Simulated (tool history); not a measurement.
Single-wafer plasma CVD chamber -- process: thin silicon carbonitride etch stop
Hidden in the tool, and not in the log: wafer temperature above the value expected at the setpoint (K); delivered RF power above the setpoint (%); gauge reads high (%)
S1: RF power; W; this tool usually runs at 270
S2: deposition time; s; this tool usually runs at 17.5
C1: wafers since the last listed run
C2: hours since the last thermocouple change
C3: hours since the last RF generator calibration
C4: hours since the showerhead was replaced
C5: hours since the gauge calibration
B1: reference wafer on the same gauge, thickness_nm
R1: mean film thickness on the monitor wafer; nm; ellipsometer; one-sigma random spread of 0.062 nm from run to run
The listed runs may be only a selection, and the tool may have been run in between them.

run,day,S1,S2,C1,C2,C3,C4,C5,B1,R1
1,0,270,17.5,0,1416.8,2094.5,3602.9,97.5,12.424,10.819
2,0.329,270,17.5,116,1424.7,2102.4,3610.8,105.4,12.389,10.854
3,1.021,270,17.5,244,1441.3,2119,3627.4,122,12.407,10.88
4,1.45,270,17.5,151,1451.6,2129.3,3637.7,132.3,12.413,10.889
5,1.779,270,17.5,116,1459.5,2137.2,3645.6,140.2,12.386,10.794
6,2.258,255,15.9,169,1471,2148.7,3657.1,151.7,12.414,9.526
7,2.562,255,15.9,107,1478.3,2156,3664.4,159,12.396,9.707
8,2.883,270,17.5,113,1486,2163.7,3672.1,166.7,12.398,10.805
# day 3.596: RF generator calibrated
# day 4.621: showerhead replaced
# day 4.917: thermocouple changed; heater temperature recalibrated
9,5.025,270,17.5,416,2.6,34.3,9.7,218.1,12.396,10.814
# day 5.108: gauge calibrated
10,5.392,260,14.9,129,11.4,43.1,18.5,6.8,12.432,9.027
11,5.754,270,18.9,127,20.1,51.8,27.2,15.5,12.39,11.665
12,6.638,215,15,311,41.3,73,48.4,36.7,12.393,8.633
13,7.25,255,18.4,216,56,87.7,63.1,51.4,12.401,11.181
14,7.846,270,17.5,210,70.3,102,77.4,65.7,12.406,10.879
15,8.333,295,19.3,172,82,113.7,89.1,77.4,12.407,12.259
16,8.721,270,17.5,136,91.3,123,98.4,86.7,12.422,10.777
17,9.042,285,14.6,113,99,130.7,106.1,94.4,12.392,9.265
18,9.729,255,15.9,242,115.5,147.2,122.6,110.9,12.393,9.676
19,10.062,295,20.1,117,123.5,155.2,130.6,118.9,12.38,12.848
20,10.588,220,16.1,185,136.1,167.8,143.2,131.5,12.396,9.314

Alternative continuations, all from the tool just after run 20; predict every row:
A,10.604,270,19.6,5,136.5,168.2,143.6,131.9,?,?
B,10.604,240,17.5,5,136.5,168.2,143.6,131.9,?,?
C,10.604,270,19.2,5,136.5,168.2,143.6,131.9,?,?
D,10.604,270,19.5,5,136.5,168.2,143.6,131.9,?,?

run,B1,R1
A,12.364,12.145
B,12.364,10.38
C,12.364,11.897
D,12.364,12.083
With the hidden condition removed and each run's random variation left untouched, the same runs would have given:
run,R1
A,12.145
B,10.38
C,11.897
D,12.083
